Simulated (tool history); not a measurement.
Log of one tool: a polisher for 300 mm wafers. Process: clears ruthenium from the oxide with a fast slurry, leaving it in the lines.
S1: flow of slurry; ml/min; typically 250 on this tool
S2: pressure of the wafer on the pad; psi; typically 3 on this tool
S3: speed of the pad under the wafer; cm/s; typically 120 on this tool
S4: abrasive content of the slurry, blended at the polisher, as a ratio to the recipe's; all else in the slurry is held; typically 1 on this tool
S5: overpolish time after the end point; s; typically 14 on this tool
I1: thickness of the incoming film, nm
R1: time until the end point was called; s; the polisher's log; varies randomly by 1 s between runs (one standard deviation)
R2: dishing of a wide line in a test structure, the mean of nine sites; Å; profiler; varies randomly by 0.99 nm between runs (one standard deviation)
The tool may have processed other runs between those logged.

run 1 day=0 | S1=250 S2=2.4 S3=120 S4=1 S5=14 | I1=231.4 | R1=67.3 R2=427
run 2 day=0.267 | S1=250 S2=2.4 S3=120 S4=1 S5=14 | I1=232.8 | R1=67.2 R2=415
run 3 day=0.904 | S1=250 S2=2.4 S3=120 S4=1 S5=14 | I1=229.9 | R1=71 R2=416
run 4 day=1.379 | S1=250 S2=3 S3=120 S4=1 S5=14 | I1=230.8 | R1=57.8 R2=485
-- day=1.692 worn pad replaced by a new one
run 5 day=2.096 | S1=250 S2=3 S3=120 S4=1 S5=14 | I1=229.5 | R1=54.5 R2=525
run 6 day=2.45 | S1=250 S2=3 S3=120 S4=1 S5=14 | I1=230.3 | R1=55.6 R2=500
run 7 day=3.179 | S1=250 S2=3 S3=120 S4=1 S5=14 | I1=230 | R1=56.5 R2=493
-- day=3.725 worn pad replaced by a new one
run 8 day=3.746 | S1=320 S2=3 S3=120 S4=1 S5=14 | I1=233.8 | R1=50.6 R2=555
run 9 day=3.983 | S1=320 S2=3 S3=120 S4=1 S5=14 | I1=230.6 | R1=50.8 R2=542
run 10 day=4.254 | S1=320 S2=3 S3=120 S4=1 S5=14 | I1=226.9 | R1=54.1 R2=525
run 11 day=4.971 | S1=250 S2=3 S3=120 S4=1 S5=14 | I1=229 | R1=56.7 R2=488
-- day=5.404 worn pad replaced by a new one
run 12 day=5.579 | S1=335 S2=3 S3=120 S4=1 S5=9 | I1=228.6 | R1=51.1 R2=354
run 13 day=6.071 | S1=250 S2=3 S3=120 S4=1 S5=14 | I1=229.3 | R1=55.2 R2=494
run 14 day=6.692 | S1=315 S2=3 S3=120 S4=1 S5=22 | I1=229.1 | R1=54.9 R2=733
-- day=6.967 head pressure recalibrated
run 15 day=6.979 | S1=250 S2=3 S3=120 S4=1 S5=12 | I1=230.1 | R1=58 R2=422
-- day=7.2 worn pad replaced by a new one
run 16 day=7.25 | S1=250 S2=2 S3=120 S4=0.9 S5=14 | I1=227.3 | R1=81.6 R2=351
-- day=7.371 slurry nozzle cleaned
-- day=7.629 slurry blender recalibrated
run 17 day=7.996 | S1=185 S2=3.8 S3=154 S4=1 S5=14 | I1=229.9 | R1=39.2 R2=679
run 18 day=8.367 | S1=250 S2=2.7 S3=82 S4=1 S5=14 | I1=229.8 | R1=80.8 R2=364
-- day=8.992 worn pad replaced by a new one
run 19 day=9.092 | S1=220 S2=3 S3=120 S4=1 S5=9 | I1=229.6 | R1=54.1 R2=354
run 20 day=9.546 | S1=250 S2=3 S3=120 S4=1 S5=6 | I1=229.6 | R1=54.3 R2=233

5 options for the next run, each taken on its own from the tool as it stands now. Forecast them:
run A day=9.562 | S1=250 S2=3 S3=146 S4=1 S5=14 | I1=231.3 | R1=? R2=?
run B day=9.562 | S1=250 S2=3 S3=120 S4=1 S5=22 | I1=231.3 | R1=? R2=?
run C day=9.562 | S1=250 S2=2.3 S3=154 S4=1 S5=19 | I1=231.3 | R1=? R2=?
run D day=9.562 | S1=250 S2=3.3 S3=120 S4=1 S5=14 | I1=231.3 | R1=? R2=?
run E day=9.562 | S1=250 S2=3 S3=94 S4=1 S5=10 | I1=231.3 | R1=? R2=?

run=A R1=49.7 R2=574
run=B R1=56.6 R2=755
run=C R1=62.4 R2=614
run=D R1=51.5 R2=557
run=E R1=65.7 R2=329
The same runs, with their run-to-run variation unchanged, on a tool lacking any hidden condition would have given:
run=A R1=46.4 R2=610
run=B R1=52.8 R2=800
run=C R1=58.2 R2=652
run=D R1=48 R2=592
run=E R1=61.2 R2=352

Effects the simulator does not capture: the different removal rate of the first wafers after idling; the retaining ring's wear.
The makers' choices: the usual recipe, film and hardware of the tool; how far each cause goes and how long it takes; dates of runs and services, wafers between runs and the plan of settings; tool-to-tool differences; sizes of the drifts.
